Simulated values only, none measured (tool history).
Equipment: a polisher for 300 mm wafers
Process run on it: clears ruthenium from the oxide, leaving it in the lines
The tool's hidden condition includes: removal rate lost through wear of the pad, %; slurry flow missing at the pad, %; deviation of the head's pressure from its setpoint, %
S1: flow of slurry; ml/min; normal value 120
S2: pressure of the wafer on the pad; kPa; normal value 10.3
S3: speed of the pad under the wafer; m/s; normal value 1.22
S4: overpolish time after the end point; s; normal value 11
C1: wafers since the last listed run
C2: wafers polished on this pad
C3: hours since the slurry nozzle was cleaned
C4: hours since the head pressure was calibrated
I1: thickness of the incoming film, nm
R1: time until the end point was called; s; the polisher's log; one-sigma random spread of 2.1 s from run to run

run,hour,S1,S2,S3,S4,C1,C2,C3,C4,I1,R1
1,0.0,120,10.3,1.34,11,0,453,666.1,664.6,158.3,128.8
2,36.4,95,7.6,1.22,11,294,747,702.5,701.0,161.4,204.1
# hour 72.4: slurry nozzle cleaned
3,78.7,95,7.6,1.22,11,334,1081,6.3,743.3,160.5,206.0
4,134.0,120,10.3,1.22,11,447,1529,61.6,798.6,159.3,144.6
5,166.0,120,10.3,1.22,11,258,1788,93.6,830.6,162.9,147.8
6,237.1,120,10.3,1.22,16,575,2363,164.7,901.7,159.6,151.2
# hour 270.6: worn pad replaced by a new one
7,292.8,120,10.3,1.22,11,418,179,220.4,957.4,160.8,139.1
# hour 322.8: head pressure recalibrated
8,447.9,120,10.3,1.22,11,1238,1418,375.5,125.1,159.6,139.0
9,503.2,120,10.3,1.22,11,447,1865,430.8,180.4,160.4,148.1
10,557.6,120,10.3,1.30,11,440,2305,485.2,234.8,158.5,141.5
11,585.4,120,10.3,1.30,11,224,2530,513.0,262.6,160.8,144.3
12,651.8,120,10.3,1.22,11,537,3067,579.4,329.0,157.6,155.7
# hour 662.4: worn pad replaced by a new one
13,698.2,120,13.1,1.22,11,343,289,625.8,375.4,159.1,108.0
14,748.5,120,10.3,1.22,11,406,696,676.1,425.7,158.3,140.4
# hour 775.5: slurry nozzle cleaned
15,793.2,120,10.3,1.22,11,353,1050,17.7,470.4,159.5,143.6
16,847.9,120,10.3,1.22,11,442,1492,72.4,525.1,158.4,139.4
17,897.7,120,10.3,1.22,11,402,1895,122.2,574.9,162.6,143.5
18,950.7,120,10.3,1.22,11,428,2324,175.2,627.9,162.6,152.9
19,977.5,120,10.3,1.22,11,216,2541,202.0,654.7,161.2,154.1
20,1041.6,145,13.1,1.46,8,518,3059,266.1,718.8,160.5,106.4
# hour 1071.2: worn pad replaced by a new one
21,1071.7,120,13.8,1.22,11,211,3,296.2,748.9,160.7,106.0
22,1097.2,140,7.6,1.36,16,206,210,321.7,774.4,158.3,167.7
23,1137.2,120,9.0,1.22,11,323,533,361.7,814.4,159.6,156.3
24,1194.1,120,10.3,1.22,11,460,994,418.6,871.3,160.4,144.3
25,1241.3,120,10.3,1.22,11,381,1375,465.8,918.5,159.9,140.9
# hour 1262.5: head pressure recalibrated
26,1290.7,95,7.6,1.22,11,383,1759,515.2,28.2,160.6,215.4
27,1362.0,120,9.0,1.22,11,576,2336,586.5,99.5,160.3,178.8
28,1437.8,120,13.1,1.22,16,613,2949,662.3,175.3,160.1,124.4
29,1471.3,120,11.7,0.86,4,271,3220,695.8,208.8,159.5,177.0
# hour 1491.6: worn pad replaced by a new one
# hour 1497.5: slurry nozzle cleaned
30,1515.2,120,11.7,1.34,11,314,183,17.7,252.7,157.6,110.9
31,1560.9,100,12.4,1.54,13,369,552,63.4,298.4,158.3,99.3
32,1587.6,120,10.3,1.22,11,216,768,90.1,325.1,159.4,137.4
33,1647.8,120,10.3,1.22,11,487,1255,150.3,385.3,159.1,139.3
34,1696.9,100,13.1,1.22,5,397,1653,199.4,434.4,160.4,120.0
35,1735.2,120,10.3,1.46,11,309,1962,237.7,472.7,162.9,128.2
36,1801.7,120,10.3,1.22,11,537,2500,304.2,539.2,162.3,152.7
37,1837.4,155,13.8,0.96,17,288,2789,339.9,574.9,160.2,128.6
# hour 1851.3: worn pad replaced by a new one
38,1885.8,120,7.6,1.10,16,359,278,388.3,623.3,162.3,206.4

How the hidden state differs across the entries between the runs, from the last listed run before each to the first after it:
Logged between run 2 and run 3: slurry nozzle cleaned (hour 72.4)
  removal rate lost through wear of the pad, %: 1.57 -> 2.38
  the result without the hidden state subtracted from the measured one, R1: +3.2 -> +4.9 s
Logged between run 6 and run 7: worn pad replaced by a new one (hour 270.6)
  removal rate lost through wear of the pad, %: 8.1 -> 0.93
  the result without the hidden state subtracted from the measured one, R1: +12.3 -> +1.3 s
Logged between run 7 and run 8: head pressure recalibrated (hour 322.8)
  removal rate lost through wear of the pad, %: 0.93 -> 3.54
  the result without the hidden state subtracted from the measured one, R1: +1.3 -> +4.9 s
Logged between run 12 and run 13: worn pad replaced by a new one (hour 662.4)
  removal rate lost through wear of the pad, %: 13.1 -> 2.25
  the result without the hidden state subtracted from the measured one, R1: +20.5 -> +2.4 s
Logged between run 14 and run 15: slurry nozzle cleaned (hour 775.5)
  removal rate lost through wear of the pad, %: 2.77 -> 3.59
  the result without the hidden state subtracted from the measured one, R1: +3.9 -> +5.1 s
Logged between run 20 and run 21: worn pad replaced by a new one (hour 1071.2)
  removal rate lost through wear of the pad, %: 14.3 -> 1.75
  the result without the hidden state subtracted from the measured one, R1: +15.2 -> +1.9 s
Logged between run 25 and run 26: head pressure recalibrated (hour 1262.5)
  removal rate lost through wear of the pad, %: 4.19 -> 5.81
  the result without the hidden state subtracted from the measured one, R1: +5.9 -> +12.5 s
Logged between run 29 and run 30: worn pad replaced by a new one (hour 1491.6); slurry nozzle cleaned (hour 1497.5)
  removal rate lost through wear of the pad, %: 15.2 -> 0.51
  the result without the hidden state subtracted from the measured one, R1: +26.9 -> +0.6 s
Logged between run 37 and run 38: worn pad replaced by a new one (hour 1851.3)
  removal rate lost through wear of the pad, %: 10.6 -> 0.181
  the result without the hidden state subtracted from the measured one, R1: +13.6 -> +0.3 s
